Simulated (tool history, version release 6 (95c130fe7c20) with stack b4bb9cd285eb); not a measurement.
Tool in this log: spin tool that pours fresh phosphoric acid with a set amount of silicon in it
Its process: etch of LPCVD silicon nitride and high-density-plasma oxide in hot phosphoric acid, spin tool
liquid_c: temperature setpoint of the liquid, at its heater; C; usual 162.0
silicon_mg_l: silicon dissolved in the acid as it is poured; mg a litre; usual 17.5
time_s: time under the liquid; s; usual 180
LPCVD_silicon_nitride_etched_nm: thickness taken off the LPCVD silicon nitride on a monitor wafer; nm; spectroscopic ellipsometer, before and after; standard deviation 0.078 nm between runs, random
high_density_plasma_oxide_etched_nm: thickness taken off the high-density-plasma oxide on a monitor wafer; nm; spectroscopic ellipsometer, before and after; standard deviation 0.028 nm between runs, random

run   hour  liquid_c  silicon_mg_l  time_s  wafers since the last listed run  hours since the thermometer was replaced  hours since the dissolved silicon flow meter was replaced  hours since the heated supply line was repaired  hours since the gauge calibration  read-back film thickness of the LPCVD silicon nitride reference wafer, read on the same gauge (nm)  read-back film thickness of the high-density-plasma oxide reference wafer, read on the same gauge (nm)  LPCVD_silicon_nitride_etched_nm  high_density_plasma_oxide_etched_nm
  1    0.0     162.0          17.5     180                                 0                                    1077.4                                                     1419.3                                            535.3                              204.3                                                                                              119.99                                                                                                  79.999                            19.95                                1.059
  2    7.7     162.0          17.5     180                                61                                    1085.1                                                     1427.0                                            543.0                              212.0                                                                                              120.00                                                                                                  80.031                            19.75                                1.097
  3   22.6     162.0          17.5     180                               119                                    1100.0                                                     1441.9                                            557.9                              226.9                                                                                              120.01                                                                                                  79.969                            19.98                                1.052
  4   35.8     162.0          17.5     180                               106                                    1113.2                                                     1455.1                                            571.1                              240.1                                                                                              120.00                                                                                                  80.013                            20.02                                0.992
  5   44.5     160.0          10.5     105                                69                                    1121.9                                                     1463.8                                            579.8                              248.8                                                                                              120.01                                                                                                  80.003                            10.87                                0.629
  6   56.7     162.0          17.5     180                                98                                    1134.1                                                     1476.0                                            592.0                              261.0                                                                                              120.01                                                                                                  80.002                            20.03                                1.114
  7   63.9     162.0          17.5     275                                57                                    1141.3                                                     1483.2                                            599.2                              268.2                                                                                              120.00                                                                                                  80.007                            30.59                                1.702
      72.1  -- thermometer replaced
  8   73.1     162.0          24.5     180                                65                                       1.0                                                     1492.4                                            608.4                              277.4                                                                                              120.01                                                                                                  79.996                            18.56                                0.707
  9   83.8     162.0          24.5     180                                86                                      11.7                                                     1503.1                                            619.1                              288.1                                                                                              120.00                                                                                                  79.994                            18.46                                0.726
 10   92.0     163.0          26.5     180                                65                                      19.9                                                     1511.3                                            627.3                              296.3                                                                                              120.00                                                                                                  80.008                            19.00                                0.726
     103.2  -- dissolved silicon flow meter replaced
 11  103.8     160.5          17.5     125                                86                                      31.7                                                        0.6                                            639.1                              308.1                                                                                              119.98                                                                                                  80.012                            12.23                                0.574
 12  117.8     162.0          27.5     265                               112                                      45.7                                                       14.6                                            653.1                              322.1                                                                                              120.00                                                                                                  79.998                            27.26                                0.998
 13  125.6     159.0          21.5     145                                62                                      53.5                                                       22.4                                            660.9                              329.9                                                                                              120.01                                                                                                  79.997                            13.52                                0.497
 14  138.8     162.0          17.5     180                               106                                      66.7                                                       35.6                                            674.1                              343.1                                                                                              120.03                                                                                                  80.009                            18.61                                0.937

For run 15, what comes out?
     139.2  -- gauge calibrated
     142.5  -- heated supply line repaired
 15  156.6     162.0          24.5     180                               135                                      84.5                                                       53.4                                             14.1                               17.4                                                                                                   ?                                                                                                       ?                                ?                                    ?

{"run 15": {"read-back film thickness of the LPCVD silicon nitride reference wafer, read on the same gauge (nm)": 120.0, "read-back film thickness of the high-density-plasma oxide reference wafer, read on the same gauge (nm)": 79.996, "LPCVD_silicon_nitride_etched_nm": 18.64, "high_density_plasma_oxide_etched_nm": 0.778}}
Were there no unlogged condition in the tool, this run, its random variation unchanged, would have produced LPCVD_silicon_nitride_etched_nm 18.43 nm, high_density_plasma_oxide_etched_nm 0.760 nm.

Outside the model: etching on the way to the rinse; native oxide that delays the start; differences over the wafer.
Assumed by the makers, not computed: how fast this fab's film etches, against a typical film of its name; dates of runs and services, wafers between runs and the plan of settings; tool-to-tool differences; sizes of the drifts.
